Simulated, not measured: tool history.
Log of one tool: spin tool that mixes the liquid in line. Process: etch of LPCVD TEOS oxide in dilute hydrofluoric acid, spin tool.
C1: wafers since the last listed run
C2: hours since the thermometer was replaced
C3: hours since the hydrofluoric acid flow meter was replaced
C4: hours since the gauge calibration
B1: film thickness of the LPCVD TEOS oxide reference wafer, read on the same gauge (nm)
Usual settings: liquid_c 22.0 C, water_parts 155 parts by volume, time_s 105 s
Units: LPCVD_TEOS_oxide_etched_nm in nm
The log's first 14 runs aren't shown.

Run 15, day 41.988: usual settings but liquid_c 18.5 C, water_parts 100 parts by volume, time_s 55 s; C1 442; C2 926.5; C3 1322.9; C4 2539.9; B1 50.00. Result: LPCVD_TEOS_oxide_etched_nm 15.20 nm.
Run 16, day 44.742: usual settings but liquid_c 25.0 C, water_parts 90 parts by volume, time_s 155 s; C1 801; C2 992.6; C3 1389.0; C4 2606.0; B1 50.01. Result: LPCVD_TEOS_oxide_etched_nm 63.14 nm.
At day 46.338: gauge calibrated.
Run 17, day 49.142: usual settings; C1 1279; C2 1098.2; C3 1494.6; C4 67.3; B1 49.98. Result: LPCVD_TEOS_oxide_etched_nm 20.47 nm.
Run 18, day 59.379: usual settings but liquid_c 24.5 C, water_parts 100 parts by volume, time_s 155 s; C1 2977; C2 1343.9; C3 1740.3; C4 313.0; B1 50.01. Result: LPCVD_TEOS_oxide_etched_nm 55.34 nm.
At day 61.817: hydrofluoric acid flow meter replaced.
Run 19, day 63.854: usual settings but liquid_c 19.0 C, water_parts 105 parts by volume; C1 1289; C2 1451.3; C3 48.9; C4 420.4; B1 49.98. Result: LPCVD_TEOS_oxide_etched_nm 29.11 nm.
At day 67.942: thermometer replaced.
Run 20, day 68.158: usual settings but liquid_c 26.0 C, water_parts 85 parts by volume; C1 1239; C2 5.2; C3 152.2; C4 523.7; B1 50.03. Result: LPCVD_TEOS_oxide_etched_nm 47.04 nm.
Run 21, day 72.546: usual settings; C1 1276; C2 110.5; C3 257.5; C4 629.0; B1 50.03. Result: LPCVD_TEOS_oxide_etched_nm 20.16 nm.
Run 22, day 76.233: usual settings but water_parts 110 parts by volume, time_s 45 s; C1 1072; C2 199.0; C3 346.0; C4 717.5; B1 49.99. Result: LPCVD_TEOS_oxide_etched_nm 12.97 nm.
Run 23, day 78.204: usual settings but liquid_c 24.5 C, water_parts 190 parts by volume, time_s 135 s; C1 573; C2 246.3; C3 393.3; C4 764.8; B1 49.99. Result: LPCVD_TEOS_oxide_etched_nm 22.74 nm.
Run 24, day 81.450: usual settings; C1 944; C2 324.2; C3 471.2; C4 842.7; B1 50.00. Result: LPCVD_TEOS_oxide_etched_nm 20.36 nm.
Run 25, day 84.571: usual settings; C1 907; C2 399.1; C3 546.1; C4 917.6; B1 50.02. Result: LPCVD_TEOS_oxide_etched_nm 20.29 nm.
Run 26, day 89.050: usual settings; C1 1302; C2 506.6; C3 653.6; C4 1025.1; B1 49.98. Result: LPCVD_TEOS_oxide_etched_nm 20.48 nm.
Run 27, day 92.117: usual settings; C1 892; C2 580.2; C3 727.2; C4 1098.7; B1 50.02. Result: LPCVD_TEOS_oxide_etched_nm 20.55 nm.
Run 28, day 95.608: usual settings but time_s 150 s; C1 1015; C2 664.0; C3 811.0; C4 1182.5; B1 49.98. Result: LPCVD_TEOS_oxide_etched_nm 29.24 nm.
Run 29, day 98.529: usual settings but liquid_c 25.0 C, water_parts 130 parts by volume; C1 849; C2 734.1; C3 881.1; C4 1252.6; B1 50.02. Result: LPCVD_TEOS_oxide_etched_nm 28.20 nm.
Run 30, day 102.888: usual settings but liquid_c 19.5 C, water_parts 130 parts by volume, time_s 65 s; C1 1267; C2 838.7; C3 985.7; C4 1357.2; B1 49.99. Result: LPCVD_TEOS_oxide_etched_nm 14.16 nm.
Run 31, day 105.675: usual settings but liquid_c 20.5 C, water_parts 120 parts by volume, time_s 130 s; C1 810; C2 905.6; C3 1052.6; C4 1424.1; B1 50.05. Result: LPCVD_TEOS_oxide_etched_nm 32.01 nm.
Run 32, day 110.033: usual settings but liquid_c 26.0 C; C1 1267; C2 1010.2; C3 1157.2; C4 1528.7; B1 50.02. Result: LPCVD_TEOS_oxide_etched_nm 23.90 nm.

Forecast each of these 5 alternatives for the next run:
Run A, day 110.050: usual settings but liquid_c 25.0 C; C1 4; C2 1010.6; C3 1157.6; C4 1529.1; B1 ?. Result: LPCVD_TEOS_oxide_etched_nm ?.
Run B, day 110.050: usual settings but time_s 160 s; C1 4; C2 1010.6; C3 1157.6; C4 1529.1; B1 ?. Result: LPCVD_TEOS_oxide_etched_nm ?.
Run C, day 110.050: usual settings but liquid_c 20.5 C, water_parts 185 parts by volume, time_s 155 s; C1 4; C2 1010.6; C3 1157.6; C4 1529.1; B1 ?. Result: LPCVD_TEOS_oxide_etched_nm ?.
Run D, day 110.050: usual settings but time_s 65 s; C1 4; C2 1010.6; C3 1157.6; C4 1529.1; B1 ?. Result: LPCVD_TEOS_oxide_etched_nm ?.
Run E, day 110.050: usual settings but liquid_c 23.5 C; C1 4; C2 1010.6; C3 1157.6; C4 1529.1; B1 ?. Result: LPCVD_TEOS_oxide_etched_nm ?.

run     B1  LPCVD_TEOS_oxide_etched_nm
  A  49.99                       23.20
  B  49.99                       31.55
  C  49.99                       23.40
  D  49.99                       12.82
  E  49.99                       21.93
Without the tool's hidden state the same runs would have given:
run  LPCVD_TEOS_oxide_etched_nm
  A                       22.87
  B                       31.06
  C                       23.05
  D                       12.62
  E                       21.60
